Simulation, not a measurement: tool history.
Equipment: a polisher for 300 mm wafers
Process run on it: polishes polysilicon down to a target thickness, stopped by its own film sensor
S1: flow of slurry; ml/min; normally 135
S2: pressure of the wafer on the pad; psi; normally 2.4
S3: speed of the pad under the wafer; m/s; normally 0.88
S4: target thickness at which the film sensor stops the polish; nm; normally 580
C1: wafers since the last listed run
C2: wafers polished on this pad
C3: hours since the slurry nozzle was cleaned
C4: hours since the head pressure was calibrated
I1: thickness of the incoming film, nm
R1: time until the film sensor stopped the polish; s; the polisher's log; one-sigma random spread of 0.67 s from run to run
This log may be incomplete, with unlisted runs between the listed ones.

run	hour	S1	S2	S3	S4	C1	C2	C3	C4	I1	R1
1	0.0	135	2.4	0.88	580	0	119	411.9	557.7	994.3	70.9
2	13.7	135	1.9	0.88	580	122	241	425.6	571.4	994.6	89.7
3	38.1	135	1.9	0.88	580	217	459	450.0	595.8	959.0	82.7
4	46.9	135	2.4	0.88	580	78	537	458.8	604.6	982.6	68.0
5	60.9	135	2.4	0.88	580	124	662	472.8	618.6	990.0	70.2
6	72.9	135	2.4	0.88	580	106	769	484.8	630.6	995.5	69.5
# hour 90.4: worn pad replaced by a new one
7	90.9	135	2.4	0.88	580	124	4	502.8	648.6	982.7	69.5
8	98.4	135	2.4	0.88	580	66	71	510.3	656.1	984.1	69.5
9	106.7	135	2.4	0.88	580	73	145	518.6	664.4	976.5	66.7
# hour 112.9: head pressure recalibrated
10	123.6	135	2.4	0.88	580	132	277	535.5	10.7	982.2	53.7
11	138.4	135	2.4	1.10	580	131	409	550.3	25.5	981.1	44.0
12	146.7	135	2.4	0.88	580	73	483	558.6	33.8	985.0	55.3
# hour 156.1: head pressure recalibrated, repeated, since the last time left the tool worse
13	156.6	135	2.7	0.88	677	70	554	568.5	0.5	996.9	44.9
# hour 176.7: slurry nozzle cleaned
# hour 177.7: worn pad replaced by a new one
14	196.5	135	2.1	0.88	580	337	167	19.8	40.4	983.9	72.7
15	209.4	135	2.4	0.88	580	114	282	32.7	53.3	972.8	62.5
16	240.7	135	2.4	0.88	580	278	561	64.0	84.6	980.4	64.4
17	248.5	135	2.4	0.88	580	69	630	71.8	92.4	986.5	65.2
# hour 267.0: worn pad replaced by a new one
18	276.0	135	1.8	1.00	647	209	80	99.3	119.9	976.6	64.2
19	285.1	165	2.4	0.88	508	81	161	108.4	129.0	991.5	76.3
20	299.1	135	3.1	0.88	633	124	286	122.4	143.0	968.2	42.4
21	312.7	95	2.4	0.88	645	121	407	136.0	156.6	986.2	59.4
22	327.1	120	2.8	0.88	580	128	535	150.4	171.0	961.3	54.4
23	335.2	135	2.0	0.88	580	72	608	158.5	179.1	984.3	80.1
24	342.4	95	2.4	0.88	580	64	672	165.7	186.3	979.3	69.0
25	354.3	150	2.4	0.88	580	106	778	177.6	198.2	991.9	66.7

What if the next run were any one of these 3? Each begins from the tool's condition after run 25:
A	354.7	135	3.1	0.88	580	3	781	178.0	198.6	982.4	?
B	354.7	170	2.4	0.70	628	3	781	178.0	198.6	982.4	?
C	354.7	155	2.7	0.72	495	3	781	178.0	198.6	982.4	?

run	R1
A	50.5
B	67.4
C	81.6
With the hidden condition removed and each run's random variation left untouched, the same runs would have given:
run	R1
A	47.7
B	63.6
C	77.0
